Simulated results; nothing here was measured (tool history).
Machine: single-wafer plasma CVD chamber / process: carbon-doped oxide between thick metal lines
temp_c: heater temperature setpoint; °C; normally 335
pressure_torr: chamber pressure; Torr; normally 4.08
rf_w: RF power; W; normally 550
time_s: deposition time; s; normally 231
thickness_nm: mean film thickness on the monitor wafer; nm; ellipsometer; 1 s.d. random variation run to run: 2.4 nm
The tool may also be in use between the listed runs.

run	hour	temp_c	pressure_torr	rf_w	time_s	wafers since the last listed run	hours since the last thermocouple change	hours since the last RF generator calibration	hours since the last manometer calibration	hours since the showerhead was replaced	hours since the gauge calibration	read-back reference wafer on the same gauge, thickness_nm	thickness_nm
1	0	335	4.08	550	231	0	488	1038	1670.9	4548	1421.4	1039.822	1146.893
2	45.2	335	4.08	550	231	342	533.2	1083.2	1716.1	4593.2	1466.6	1039.726	1140.764
# hour 107.7: gauge calibrated
3	350.3	335	4.08	550	231	2313	838.3	1388.3	2021.2	4898.3	242.6	1040.047	1139.731
4	458.9	335	4.08	550	231	823	946.9	1496.9	2129.8	5006.9	351.2	1039.645	1135.236
5	511	346	4.08	550	231	394	999	1549	2181.9	5059	403.3	1039.934	1103.075
6	610.8	346	4.08	550	231	756	1098.8	1648.8	2281.7	5158.8	503.1	1040.125	1104.818
7	655.2	331	4.08	550	231	336	1143.2	1693.2	2326.1	5203.2	547.5	1039.84	1147.508
8	699.2	331	4.08	550	231	333	1187.2	1737.2	2370.1	5247.2	591.5	1039.88	1145.627
9	807.1	335	4.08	600	231	818	1295.1	1845.1	2478	5355.1	699.4	1040.282	1165.919
10	861.6	335	4.08	600	231	413	1349.6	1899.6	2532.5	5409.6	753.9	1039.368	1159.786
11	957.8	335	4.08	520	231	729	1445.8	1995.8	2628.7	5505.8	850.1	1040.061	1105.144
12	1005.3	335	4.08	520	231	360	1493.3	2043.3	2676.2	5553.3	897.6	1040.294	1103.215
13	1089	335	4.08	520	231	634	1577	2127	2759.9	5637	981.3	1040.419	1099.867
14	1152.4	335	4.68	550	231	480	1640.4	2190.4	2823.3	5700.4	1044.7	1040.114	1162.372
# hour 1176.1: capacitance manometer re-zeroed and calibrated
15	1207.7	335	4.08	550	231	358	1695.7	2245.7	31.6	5755.7	1100	1040.02	1122.638
16	1252	326	5.09	505	277	335	1740	2290	75.9	5800	1144.3	1040.016	1410.81
17	1312.2	335	4.08	510	266	456	1800.2	2350.2	136.1	5860.2	1204.5	1039.686	1254.187
# hour 1338.1: showerhead replaced
18	1395.6	335	4.08	550	231	571	1883.6	2433.6	219.5	57.5	1287.9	1040.382	1119.92
19	1435.4	335	4.08	550	231	301	1923.4	2473.4	259.3	97.3	1327.7	1039.586	1119.493
20	1487.4	328	4.56	550	231	394	1975.4	2525.4	311.3	149.3	1379.7	1039.933	1172.004
# hour 1532.4: RF generator calibrated
# hour 1571: thermocouple changed; heater temperature recalibrated
21	1577.3	326	5.09	505	277	560	6.3	44.9	401.2	239.2	1469.6	1040.425	1456.466
# hour 1577.4: gauge calibrated
22	1634.1	335	4.08	550	269	430	63.1	101.7	458	296	56.7	1039.726	1342.867
23	1713.6	335	4.65	550	249	602	142.6	181.2	537.5	375.5	136.2	1040.315	1279.605
24	1843.6	335	4.08	550	231	985	272.6	311.2	667.5	505.5	266.2	1040.191	1152.329

Run 25 has not been measured yet. What should we expect?
25	1913.6	335	4.08	455	260	530	342.6	381.2	737.5	575.5	336.2	?	?

Run 25 produced read-back reference wafer on the same gauge, thickness_nm 1040.091, thickness_nm 1212.324 nm.
If the tool had no hidden condition, the same run with the same run-to-run variation would have returned thickness_nm 1217.226 nm.
